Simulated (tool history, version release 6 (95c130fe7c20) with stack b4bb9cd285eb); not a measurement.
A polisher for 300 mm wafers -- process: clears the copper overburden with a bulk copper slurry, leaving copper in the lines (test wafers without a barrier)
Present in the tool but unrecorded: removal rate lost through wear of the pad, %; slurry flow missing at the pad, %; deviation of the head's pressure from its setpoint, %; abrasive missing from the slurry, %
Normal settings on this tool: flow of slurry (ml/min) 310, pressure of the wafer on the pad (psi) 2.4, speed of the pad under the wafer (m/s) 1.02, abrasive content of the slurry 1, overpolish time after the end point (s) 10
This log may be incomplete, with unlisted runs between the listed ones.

run     day  flow of slurry (ml/min)  pressure of the wafer on the pad (psi)  speed of the pad under the wafer (m/s)  abrasive content of the slurry  overpolish time after the end point (s)  wafers since the last listed run  wafers polished on this pad  hours since the slurry nozzle was cleaned  hours since the head pressure was calibrated  hours since the slurry blender was calibrated  incoming thickness of the incoming film, nm  time until the end point was called (s)  dishing of a wide line in a test structure (nm)
  1       0                      310                                     2.4                                    1.02                               1                                       10                                 0                          267                                       72.1                                         961.4                                           44.4                                        714.1                                       97                                             48.4
  2   0.833                      310                                     2.4                                    1.02                               1                                       10                               146                          413                                       92.1                                         981.4                                           64.4                                        713.5                                     96.2                                             49.3
  3       2                      310                                     2.4                                    1.02                               1                                       10                               204                          618                                      120.1                                        1009.4                                           92.4                                        709.9                                     97.2                                             48.7
  4   3.262                      310                                     2.4                                    1.02                               1                                       10                               221                          840                                      150.4                                        1039.7                                          122.7                                        721.8                                     98.7                                             47.1
  5   4.096                      310                                     2.4                                    1.02                               1                                       10                               146                          986                                      170.4                                        1059.7                                          142.7                                        706.2                                       96                                             48.7
  6   5.275                      310                                     2.7                                    1.02                               1                                       11                               207                         1193                                      198.7                                          1088                                            171                                          715                                       87                                             57.8
  7   5.796                      310                                     2.4                                    1.02                               1                                       10                                91                         1284                                      211.2                                        1100.5                                          183.5                                        717.7                                     98.1                                             48.1
  8    6.75                      310                                     2.4                                    1.02                               1                                       10                               167                         1452                                      234.1                                        1123.4                                          206.4                                        710.4                                     98.6                                             48.2
      7.925  -- worn pad replaced by a new one
      8.846  -- slurry blender recalibrated
  9  10.975                      310                                     2.4                                    1.02                               1                                       10                               697                          520                                      335.5                                        1224.8                                           51.1                                        702.1                                     96.8                                             48.8
 10  11.879                      200                                     2.4                                    0.86                               1                                       10                               158                          679                                      357.2                                        1246.5                                           72.8                                        726.7                                    121.2                                             40.3
 11  13.271                      390                                     2.4                                     0.7                            0.75                                        8                               244                          923                                      390.6                                        1279.9                                          106.2                                        719.1                                    140.4                                             29.3
 12  14.204                      310                                     2.4                                     0.7                             1.2                                       10                               163                         1087                                        413                                        1302.3                                          128.6                                        708.1                                    126.7                                             37.9
      17.35  -- head pressure recalibrated
 13   17.65                      310                                     2.4                                    1.02                               1                                       10                               590                         1677                                      495.7                                           7.2                                          211.3                                        719.4                                     98.4                                             47.6
     17.767  -- slurry blender recalibrated
       18.4  -- worn pad replaced by a new one
 14  18.667                      310                                     2.4                                    1.12                               1                                       10                               134                           46                                      520.1                                          31.6                                           21.6                                        705.1                                     88.9                                               51
 15  19.896                      395                                     1.7                                    1.02                            1.25                                       15                               215                          262                                      549.6                                          61.1                                           51.1                                        713.8                                    124.6                                             51.7
 16  21.271                      310                                     1.9                                    1.24                             1.2                                       10                               241                          503                                      582.6                                          94.1                                           84.1                                        719.3                                     99.3                                             48.1
 17  22.321                      310                                     1.9                                    1.02                               1                                       10                               184                          688                                      607.8                                         119.3                                          109.3                                        721.5                                    121.6                                               39

Estimate the outcome of run 18 from the log above:
 18  23.342                      310                                     2.4                                    1.02                               1                                       10                               179                          867                                      632.3                                         143.8                                          133.8                                        715.7                                        ?                                                ?

Run 18 measured time until the end point was called (s) 97, dishing of a wide line in a test structure (nm) 48.8.
With the hidden condition absent and the run-to-run variation left alone, this run would have shown time until the end point was called (s) 97, dishing of a wide line in a test structure (nm) 48.8.

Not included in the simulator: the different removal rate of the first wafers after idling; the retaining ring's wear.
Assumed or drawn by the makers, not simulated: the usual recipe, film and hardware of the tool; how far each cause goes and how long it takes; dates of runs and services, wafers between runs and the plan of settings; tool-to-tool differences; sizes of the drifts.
